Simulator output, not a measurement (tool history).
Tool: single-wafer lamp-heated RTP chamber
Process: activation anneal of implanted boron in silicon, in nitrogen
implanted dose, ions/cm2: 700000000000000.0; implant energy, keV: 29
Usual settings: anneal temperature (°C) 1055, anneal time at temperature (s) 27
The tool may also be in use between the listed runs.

| run | day | anneal temperature (°C) | anneal time at temperature (s) | read-back reference wafer on the same gauge, sheet resistance | sheet resistance of the implanted and annealed layer (ohm/square) |
|---|---|---|---|---|---|
| 1 | 0 | 1033 | 27 | 143.43 | 143.4 |
| 2 | 0.588 | 1033 | 27 | 143.47 | 143.53 |
| 3 | 1.2 | 1055 | 27 | 143.59 | 142.61 |
| 4 | 1.462 | 1055 | 27 | 143.66 | 142.47 |
| 5 | 2.175 | 1055 | 27 | 143.72 | 142.4 |
| 6 | 2.808 | 1034 | 27 | 143.91 | 143.74 |
| 7 | 3.35 | 1055 | 27 | 143.94 | 142.74 |
|  | 3.9 | pyrometer window cleaned and pyrometer calibrated |
| 8 | 3.921 | 1055 | 27 | 144.07 | 142.7 |
|  | 4.333 | gauge calibrated |
| 9 | 4.396 | 1055 | 27 | 142.91 | 141.46 |
| 10 | 4.721 | 1055 | 27 | 142.92 | 141.35 |
| 11 | 5.296 | 1026 | 18 | 142.92 | 144.24 |

Run 12 comes next. What will it give?
|  | 5.871 | reflector plate cleaned |
| 12 | 5.892 | 1063 | 27 | ? | ? |

Run 12 gave read-back reference wafer on the same gauge, sheet resistance 142.96, sheet resistance of the implanted and annealed layer (ohm/square) 141.4.
Without the tool's hidden state the same run would have given sheet resistance of the implanted and annealed layer (ohm/square) 141.48.
